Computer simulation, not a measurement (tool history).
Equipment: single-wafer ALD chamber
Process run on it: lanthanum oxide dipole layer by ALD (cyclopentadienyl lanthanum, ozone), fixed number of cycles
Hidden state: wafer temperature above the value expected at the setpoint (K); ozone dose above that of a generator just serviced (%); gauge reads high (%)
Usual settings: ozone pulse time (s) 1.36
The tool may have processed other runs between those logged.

run	hour	ozone pulse time (s)	wafers since the last listed run	hours since the last thermocouple change	hours since the last ozone generator service	hours since the showerhead was replaced	hours since the gauge calibration	read-back reference wafer on the same gauge, thickness_nm	mean film thickness on the monitor wafer (Å)
1	0	1.36	0	2794.9	1044.7	5802	40.9	0.721	5.98
2	15.5	1.58	272	2810.4	1060.2	5817.5	56.4	0.72	6.17
3	62.9	1.58	834	2857.8	1107.6	5864.9	103.8	0.72	6.17
4	89.6	1.36	469	2884.5	1134.3	5891.6	130.5	0.72	5.97
5	166.5	1.36	1353	2961.4	1211.2	5968.5	207.4	0.72	5.94
6	185.2	1.36	329	2980.1	1229.9	5987.2	226.1	0.72	5.94
7	201	1.57	278	2995.9	1245.7	6003	241.9	0.72	6.14
8	231.7	1.57	540	3026.6	1276.4	6033.7	272.6	0.72	6.15
9	252.5	1.1	366	3047.4	1297.2	6054.5	293.4	0.72	5.6
10	283.8	1.1	550	3078.7	1328.5	6085.8	324.7	0.719	5.55
11	319.5	1.1	628	3114.4	1364.2	6121.5	360.4	0.72	5.56
12	333.5	1.16	246	3128.4	1378.2	6135.5	374.4	0.72	5.63

Forecast run 13:
# hour 363.6: thermocouple changed; heater temperature recalibrated
13	364.1	1.66	397	0.5	1408.8	6166.1	405	?	?

read-back reference wafer on the same gauge, thickness_nm: 0.72
mean film thickness on the monitor wafer (Å): 6.18
Were there no unlogged condition in the tool, this run, its random variation unchanged, would have produced mean film thickness on the monitor wafer (Å) 6.41.

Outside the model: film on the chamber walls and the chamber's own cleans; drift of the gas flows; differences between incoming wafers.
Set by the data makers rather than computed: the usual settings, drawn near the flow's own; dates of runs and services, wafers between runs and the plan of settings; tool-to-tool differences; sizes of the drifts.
